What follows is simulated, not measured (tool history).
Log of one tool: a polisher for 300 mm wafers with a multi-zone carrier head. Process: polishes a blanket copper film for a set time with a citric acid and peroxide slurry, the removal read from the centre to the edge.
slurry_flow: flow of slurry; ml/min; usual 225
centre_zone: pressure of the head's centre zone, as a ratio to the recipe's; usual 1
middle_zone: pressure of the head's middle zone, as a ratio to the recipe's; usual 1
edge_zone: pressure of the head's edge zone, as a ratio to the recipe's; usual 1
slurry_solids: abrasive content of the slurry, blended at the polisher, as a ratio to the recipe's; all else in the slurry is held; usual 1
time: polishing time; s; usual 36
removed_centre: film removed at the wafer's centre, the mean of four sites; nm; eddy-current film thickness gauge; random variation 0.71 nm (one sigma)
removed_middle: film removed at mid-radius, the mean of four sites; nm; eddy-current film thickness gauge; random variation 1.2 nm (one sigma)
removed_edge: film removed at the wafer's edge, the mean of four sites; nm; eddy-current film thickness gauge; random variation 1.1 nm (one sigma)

run     day  slurry_flow  centre_zone  middle_zone  edge_zone  slurry_solids  time  wafers since the last listed run  wafers polished on this pad  hours since the slurry nozzle was cleaned  hours since the centre zone pressure was calibrated  hours since the edge zone pressure was calibrated  hours since the carrier head's membrane was replaced  incoming thickness of the incoming film, nm  removed_centre  removed_middle  removed_edge
  1       0          225            1            1          1           0.85    36                                 0                         2029                                      176.8                                                619.7                                               94.8                                                 186.2                                       1124.8            82.5            85.6            84
  2   4.462          225            1            1          1           0.85    36                              1483                         3512                                      283.9                                                726.8                                              201.9                                                 293.3                                       1131.7            83.4            85.4          84.1
      5.754  -- worn pad replaced by a new one
  3   6.942          225            1            1          1           0.85    36                               768                          395                                      343.4                                                786.3                                              261.4                                                 352.8                                       1128.9            83.2            84.5          84.3
  4   9.729          225            1            1          1              1    41                               926                         1321                                      410.3                                                853.2                                              328.3                                                 419.7                                       1136.8            98.9              98          97.8
  5  14.112          225            1            1          1           0.95    36                              1457                         2778                                      515.5                                                958.4                                              433.5                                                 524.9                                       1141.1              85            85.9            86
     18.329  -- worn pad replaced by a new one
  6   18.35          170            1            1          1              1    31                              1353                            7                                      617.2                                               1060.1                                              535.2                                                 626.6                                         1149            72.3            73.2          72.8
  7  20.788          225            1         0.93          1              1    36                               810                          817                                      675.7                                               1118.6                                              593.7                                                 685.1                                       1154.1            86.3            80.3          87.2
  8  22.612          225            1         0.93          1              1    36                               606                         1424                                      719.5                                               1162.4                                              637.5                                                 728.9                                       1113.6            85.4            82.6          87.5
     24.562  -- centre zone pressure recalibrated
       25.9  -- carrier head's membrane replaced by a new one
  9  26.075          225            1            1          1              1    36                              1054                         2478                                      802.6                                                 36.3                                              720.6                                                   4.2                                       1137.3            85.9            87.1          86.3
     27.342  -- edge zone pressure recalibrated
     28.421  -- worn pad replaced by a new one
 10  29.867          225            1            1          1            1.2    36                              1177                          481                                      893.6                                                127.3                                               60.6                                                  95.2                                       1148.3            89.2            91.1          89.4
 11  33.638          300         1.11         1.08          1            0.8    36                              1253                         1734                                      984.1                                                217.8                                              151.1                                                 185.7                                       1129.3            94.1            92.7          85.1
     33.767  -- slurry nozzle cleaned
 12  35.538          225            1            1          1              1    36                               617                         2352                                       42.5                                                263.4                                              196.7                                                 231.3                                       1136.7            86.1            86.9          88.1
 13  38.704          225            1            1       1.03            0.8    43                              1052                         3404                                      118.5                                                339.4                                              272.7                                                 307.3                                       1122.7            98.4            97.6          97.6
     39.171  -- worn pad replaced by a new one
 14  40.733          225            1            1          1              1    36                               619                          519                                      167.2                                                388.1                                              321.4                                                   356                                       1127.9            85.9            87.8          85.4
     49.462  -- worn pad replaced by a new one
 15  49.571          225         1.04            1          1              1    48                              2882                           36                                      379.3                                                600.2                                              533.5                                                 568.1                                       1118.3           118.8             118         115.1
     51.942  -- carrier head's membrane replaced by a new one
 16  56.079          295            1         1.05       0.95              1    36                              2094                         2130                                      535.5                                                756.4                                              689.7                                                  99.3                                       1126.9            87.4            94.6          86.2

The tool's hidden state at each run:
removal rate lost through wear of the pad, %: 0 in every run
slurry flow missing at the pad, %: 0 in every run
deviation of the centre zone's pressure from its setpoint, %: 0 in every run
deviation of the edge zone's pressure from its setpoint, %: 0 in every run

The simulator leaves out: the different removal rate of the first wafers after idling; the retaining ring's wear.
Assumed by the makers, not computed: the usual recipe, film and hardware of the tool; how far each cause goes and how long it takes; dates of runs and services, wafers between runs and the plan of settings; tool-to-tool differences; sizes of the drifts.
